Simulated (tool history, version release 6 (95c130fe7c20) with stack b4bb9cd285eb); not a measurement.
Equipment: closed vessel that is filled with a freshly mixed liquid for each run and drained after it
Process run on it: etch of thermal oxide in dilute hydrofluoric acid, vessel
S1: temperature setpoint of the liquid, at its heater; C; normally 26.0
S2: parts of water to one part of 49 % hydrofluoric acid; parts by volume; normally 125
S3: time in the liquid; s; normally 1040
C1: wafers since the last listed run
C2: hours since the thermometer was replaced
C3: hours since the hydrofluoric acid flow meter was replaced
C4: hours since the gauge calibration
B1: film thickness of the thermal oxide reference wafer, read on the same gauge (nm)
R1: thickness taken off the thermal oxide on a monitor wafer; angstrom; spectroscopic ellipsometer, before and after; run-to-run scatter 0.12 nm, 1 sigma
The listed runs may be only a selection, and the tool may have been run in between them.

{"run": 1, "hour": 0.0, "S1": 26.0, "S2": 125, "S3": 1040, "C1": 0, "C2": 1322.7, "C3": 1510.7, "C4": 84.0, "B1": 139.98, "R1": 376.5}
{"run": 2, "hour": 8.0, "S1": 26.0, "S2": 125, "S3": 1040, "C1": 579, "C2": 1330.7, "C3": 1518.7, "C4": 92.0, "B1": 139.97, "R1": 375.2}
{"run": 3, "hour": 21.8, "S1": 26.0, "S2": 125, "S3": 1040, "C1": 999, "C2": 1344.5, "C3": 1532.5, "C4": 105.8, "B1": 140.03, "R1": 373.0}
{"run": 4, "hour": 34.4, "S1": 26.0, "S2": 90, "S3": 780, "C1": 912, "C2": 1357.1, "C3": 1545.1, "C4": 118.4, "B1": 139.99, "R1": 409.8}
{"run": 5, "hour": 47.8, "S1": 26.0, "S2": 90, "S3": 780, "C1": 970, "C2": 1370.5, "C3": 1558.5, "C4": 131.8, "B1": 139.97, "R1": 406.7}
{"run": 6, "hour": 57.1, "S1": 26.0, "S2": 90, "S3": 780, "C1": 673, "C2": 1379.8, "C3": 1567.8, "C4": 141.1, "B1": 139.99, "R1": 407.6}
{"run": 7, "hour": 64.1, "S1": 26.0, "S2": 125, "S3": 1040, "C1": 506, "C2": 1386.8, "C3": 1574.8, "C4": 148.1, "B1": 140.02, "R1": 376.8}
{"run": 8, "hour": 77.5, "S1": 26.0, "S2": 125, "S3": 1040, "C1": 970, "C2": 1400.2, "C3": 1588.2, "C4": 161.5, "B1": 139.97, "R1": 374.6}
{"run": 9, "hour": 86.1, "S1": 27.5, "S2": 145, "S3": 1040, "C1": 622, "C2": 1408.8, "C3": 1596.8, "C4": 170.1, "B1": 139.98, "R1": 333.9}
{"run": 10, "hour": 96.9, "S1": 25.0, "S2": 125, "S3": 1040, "C1": 781, "C2": 1419.6, "C3": 1607.6, "C4": 180.9, "B1": 140.0, "R1": 362.2}
{"run": 11, "hour": 114.8, "S1": 25.0, "S2": 125, "S3": 1040, "C1": 1296, "C2": 1437.5, "C3": 1625.5, "C4": 198.8, "B1": 140.0, "R1": 362.2}
{"run": 12, "hour": 121.7, "S1": 30.5, "S2": 75, "S3": 1340, "C1": 499, "C2": 1444.4, "C3": 1632.4, "C4": 205.7, "B1": 139.98, "R1": 1029.9}
{"hour": 124.0, "done": "hydrofluoric acid flow meter replaced"}
{"run": 13, "hour": 132.3, "S1": 22.0, "S2": 180, "S3": 1545, "C1": 695, "C2": 1455.0, "C3": 8.3, "C4": 216.3, "B1": 140.0, "R1": 312.5}
{"run": 14, "hour": 147.9, "S1": 28.5, "S2": 180, "S3": 1370, "C1": 1129, "C2": 1470.6, "C3": 23.9, "C4": 231.9, "B1": 140.01, "R1": 350.7}

What does the tool deliver on the next run?
{"run": 15, "hour": 158.3, "S1": 24.5, "S2": 85, "S3": 1560, "C1": 753, "C2": 1481.0, "C3": 34.3, "C4": 242.3, "B1": "?", "R1": "?"}

B1: 140.02
R1: 821.1 angstrom
Had the tool carried no hidden state, the very same run would have given R1 821.1 angstrom.
